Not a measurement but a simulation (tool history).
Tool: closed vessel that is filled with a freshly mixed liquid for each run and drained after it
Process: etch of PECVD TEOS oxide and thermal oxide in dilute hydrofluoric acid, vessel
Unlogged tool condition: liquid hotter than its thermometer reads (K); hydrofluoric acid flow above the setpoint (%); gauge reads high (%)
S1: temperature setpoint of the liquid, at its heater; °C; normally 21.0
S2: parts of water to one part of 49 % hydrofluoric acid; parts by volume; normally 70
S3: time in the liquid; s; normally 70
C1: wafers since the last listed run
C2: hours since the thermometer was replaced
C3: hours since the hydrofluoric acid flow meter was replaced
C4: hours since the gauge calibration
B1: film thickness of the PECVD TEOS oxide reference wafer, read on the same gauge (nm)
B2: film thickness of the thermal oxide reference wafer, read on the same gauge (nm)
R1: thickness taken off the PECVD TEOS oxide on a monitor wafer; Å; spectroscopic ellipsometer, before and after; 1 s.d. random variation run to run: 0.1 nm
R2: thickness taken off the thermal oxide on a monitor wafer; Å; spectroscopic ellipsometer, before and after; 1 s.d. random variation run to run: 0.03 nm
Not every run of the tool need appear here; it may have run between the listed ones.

run   hour    S1   S2   S3    C1      C2      C3     C4     B1      B2     R1     R2
  1    0.0  21.0   70   70     0  2272.8  1165.7  115.6  40.02  39.986  191.3  47.69
  2   28.3  21.0   70   70  3473  2301.1  1194.0  143.9  39.98  39.997  190.6  47.53
  3   50.8  21.0   70   70  2761  2323.6  1216.5  166.4  39.97  40.026  191.0  47.69
  4   66.2  22.5   70   70  1890  2339.0  1231.9  181.8  40.04  40.013  202.4  51.17
  5   96.1  21.0   70   85  3670  2368.9  1261.8  211.7  40.00  39.995  231.5  57.79
  6  117.7  21.0   70   95  2651  2390.5  1283.4  233.3  40.00  39.995  258.3  65.25
  7  152.9  21.0   70   95  4320  2425.7  1318.6  268.5  40.01  40.001  259.7  65.92
  8  169.3  24.0   70   70  2013  2442.1  1335.0  284.9  40.01  39.969  216.0  55.09
  9  196.0  21.0   55   95  3277  2468.8  1361.7  311.6  40.02  39.998  335.0  84.62
 10  231.0  21.0   55   95  4296  2503.8  1396.7  346.6  40.00  40.013  337.4  85.19
 11  260.0  17.0   80   35  3559  2532.8  1425.7  375.6  40.00  40.017   71.2  17.60
     261.6  -- thermometer replaced
     272.8  -- gauge calibrated
 12  292.8  21.0   70   70  3903    31.2  1458.5   20.0  40.06  40.013  193.2  48.74
     305.4  -- hydrofluoric acid flow meter replaced
 13  312.9  21.0   50   70  2344    51.3     7.5   40.1  40.02  39.998  254.5  63.52
 14  331.0  17.0   60   40  2221    69.4    25.6   58.2  40.00  40.008  100.4  25.55
 15  357.3  25.5   45   35  3228    95.7    51.9   84.5  40.01  40.009  171.1  43.12
 16  372.1  21.0  100   70  1816   110.5    66.7   99.3  40.00  39.992  120.0  30.29
 17  386.2  21.0   85   70  1730   124.6    80.8  113.4  39.94  39.977  144.2  36.12
 18  416.1  26.0   95   45  3670   154.5   110.7  143.3  39.99  40.001  100.7  25.08
 19  440.3  17.5   60  100  2970   178.7   134.9  167.5  39.95  39.992  260.6  65.86
 20  475.6  21.0   70   70  4332   214.0   170.2  202.8  39.99  40.004  178.7  44.73

Alternative continuations, all from the tool just after run 20; predict every row:
  A  476.3  21.0  70  70  85  214.7  170.9  203.5   ?   ?   ?   ?
  B  476.3  19.5  70  70  85  214.7  170.9  203.5   ?   ?   ?   ?
  C  476.3  26.0  55  55  85  214.7  170.9  203.5   ?   ?   ?   ?

run     B1      B2     R1     R2
  A  40.01  39.989  179.5  44.99
  B  40.01  39.989  168.6  42.25
  C  40.01  39.989  224.5  56.27
What these runs would have given with no unlogged condition in the tool:
run     R1     R2
  A  174.6  43.76
  B  164.0  41.10
  C  218.5  54.75
